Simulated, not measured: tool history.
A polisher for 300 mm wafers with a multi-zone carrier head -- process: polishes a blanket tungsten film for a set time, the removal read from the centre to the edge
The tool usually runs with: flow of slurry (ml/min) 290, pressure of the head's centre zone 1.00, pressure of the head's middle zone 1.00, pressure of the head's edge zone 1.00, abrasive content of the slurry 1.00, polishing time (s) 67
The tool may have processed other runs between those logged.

run	hour	flow of slurry (ml/min)	pressure of the head's centre zone	pressure of the head's middle zone	pressure of the head's edge zone	abrasive content of the slurry	polishing time (s)	wafers since the last listed run	wafers polished on this pad	hours since the slurry nozzle was cleaned	hours since the centre zone pressure was calibrated	hours since the edge zone pressure was calibrated	hours since the carrier head's membrane was replaced	incoming thickness of the incoming film, nm	film removed at the wafer's centre (nm)	film removed at mid-radius (nm)	film removed at the wafer's edge (nm)
1	0.0	290	0.95	1.00	1.00	1.00	67	0	3112	197.4	629.9	558.5	673.4	1502.6	551.8	582.4	578.8
2	72.4	290	0.95	1.00	1.00	1.00	67	1127	4239	269.8	702.3	630.9	745.8	1482.0	537.5	575.8	560.3
# hour 96.8: worn pad replaced by a new one
# hour 142.6: slurry nozzle cleaned
3	158.7	290	1.00	1.00	0.97	1.00	73	1266	948	16.1	788.6	717.2	832.1	1493.0	655.7	650.8	635.4
4	240.7	290	0.90	0.93	1.00	1.00	67	1277	2225	98.1	870.6	799.2	914.1	1465.4	531.2	553.9	578.5
5	333.3	290	0.90	0.93	1.00	1.00	67	1442	3668	190.7	963.2	891.8	1006.7	1501.7	512.6	531.4	572.1
# hour 366.8: worn pad replaced by a new one
6	373.4	290	1.00	1.00	1.00	1.00	67	562	102	230.8	1003.3	931.9	1046.8	1502.4	560.7	572.2	566.2
# hour 400.5: centre zone pressure recalibrated
# hour 421.1: slurry nozzle cleaned
7	480.2	290	1.05	1.00	1.00	1.00	67	1616	1719	59.1	79.7	1038.7	1153.6	1457.4	631.9	583.2	585.8
8	524.8	290	1.00	1.00	1.00	1.00	67	694	2413	103.7	124.3	1083.3	1198.2	1455.3	593.0	587.1	581.3
9	608.9	290	1.00	1.00	1.00	1.00	67	1309	3723	187.8	208.4	1167.4	1282.3	1488.9	575.4	577.0	574.6
# hour 651.1: worn pad replaced by a new one
# hour 683.5: carrier head's membrane replaced by a new one
# hour 692.4: slurry nozzle cleaned
10	715.6	290	1.00	1.00	1.00	1.00	50	1506	911	23.2	315.1	1274.1	32.1	1511.0	448.8	448.9	446.8
11	822.9	290	1.00	1.00	1.00	1.00	67	1671	2582	130.5	422.4	1381.4	139.4	1491.9	586.4	583.1	570.2
# hour 907.4: worn pad replaced by a new one
12	919.6	290	1.00	1.00	0.96	1.00	67	1443	190	227.2	519.1	1478.1	236.1	1489.6	577.2	578.3	567.9
# hour 950.2: edge zone pressure recalibrated
13	985.4	240	1.09	1.00	1.06	1.00	67	993	1184	293.0	584.9	35.2	301.9	1481.8	601.2	542.0	569.2
# hour 1021.6: slurry nozzle cleaned
14	1098.8	290	1.00	1.00	1.00	1.30	67	1750	2934	77.2	698.3	148.6	415.3	1484.0	636.1	644.8	632.0
15	1148.1	290	1.00	1.00	0.91	1.00	67	767	3702	126.5	747.6	197.9	464.6	1475.9	592.5	594.3	552.9
# hour 1161.1: worn pad replaced by a new one
16	1200.1	350	1.10	1.00	1.00	1.00	67	747	606	178.5	799.6	249.9	516.6	1465.8	662.7	599.2	596.1
17	1280.7	290	1.09	1.00	0.94	1.00	67	1255	1862	259.1	880.2	330.5	597.2	1482.4	629.2	577.8	563.0
18	1317.1	290	1.00	1.00	1.00	1.00	67	566	2429	295.5	916.6	366.9	633.6	1479.5	575.1	580.8	576.5

What differs in the tool's unlogged condition from the final listed run ahead of each entry between runs to the first listed run following it?
Runs 2 to 3: worn pad replaced by a new one (hour 96.8); slurry nozzle cleaned (hour 142.6)
  slurry flow missing at the pad, %: 41.4 -> 11.9
  measured result minus the result with no hidden state, film removed at the wafer's centre (nm): -45.1 -> -10.1; film removed at mid-radius (nm): -43.3 -> -9.1; film removed at the wafer's edge (nm): -31.2 -> -6.7
Runs 5 to 6: worn pad replaced by a new one (hour 366.8)
  slurry flow missing at the pad, %: 41.2 -> 43.3
  measured result minus the result with no hidden state, film removed at the wafer's centre (nm): -42.5 -> -51.0; film removed at mid-radius (nm): -39.5 -> -46.7; film removed at the wafer's edge (nm): -31.5 -> -34.1
Runs 6 to 7: centre zone pressure recalibrated (hour 400.5); slurry nozzle cleaned (hour 421.1)
  slurry flow missing at the pad, %: 43.3 -> 22.2
  measured result minus the result with no hidden state, film removed at the wafer's centre (nm): -51.0 -> -20.7; film removed at mid-radius (nm): -46.7 -> -17.3; film removed at the wafer's edge (nm): -34.1 -> -13.1
Runs 9 to 10: worn pad replaced by a new one (hour 651.1); carrier head's membrane replaced by a new one (hour 683.5); slurry nozzle cleaned (hour 692.4)
  slurry flow missing at the pad, %: 39.1 -> 11.2
  measured result minus the result with no hidden state, film removed at the wafer's centre (nm): -43.6 -> -6.5; film removed at mid-radius (nm): -39.2 -> -5.8; film removed at the wafer's edge (nm): -29.0 -> -4.5
Runs 11 to 12: worn pad replaced by a new one (hour 907.4)
  slurry flow missing at the pad, %: 32.9 -> 40.2
  measured result minus the result with no hidden state, film removed at the wafer's centre (nm): -33.6 -> -45.8; film removed at mid-radius (nm): -30.0 -> -41.2; film removed at the wafer's edge (nm): -21.9 -> -30.0
Runs 12 to 13: edge zone pressure recalibrated (hour 950.2)
  slurry flow missing at the pad, %: 40.2 -> 42.4
  measured result minus the result with no hidden state, film removed at the wafer's centre (nm): -45.8 -> -64.3; film removed at mid-radius (nm): -41.2 -> -51.5; film removed at the wafer's edge (nm): -30.0 -> -39.2
Runs 13 to 14: slurry nozzle cleaned (hour 1021.6)
  slurry flow missing at the pad, %: 42.4 -> 22
  measured result minus the result with no hidden state, film removed at the wafer's centre (nm): -64.3 -> -20.7; film removed at mid-radius (nm): -51.5 -> -19.0; film removed at the wafer's edge (nm): -39.2 -> -14.0
Runs 15 to 16: worn pad replaced by a new one (hour 1161.1)
  slurry flow missing at the pad, %: 29.6 -> 34.5
  measured result minus the result with no hidden state, film removed at the wafer's centre (nm): -29.0 -> -33.6; film removed at mid-radius (nm): -26.2 -> -27.5; film removed at the wafer's edge (nm): -18.3 -> -20.7
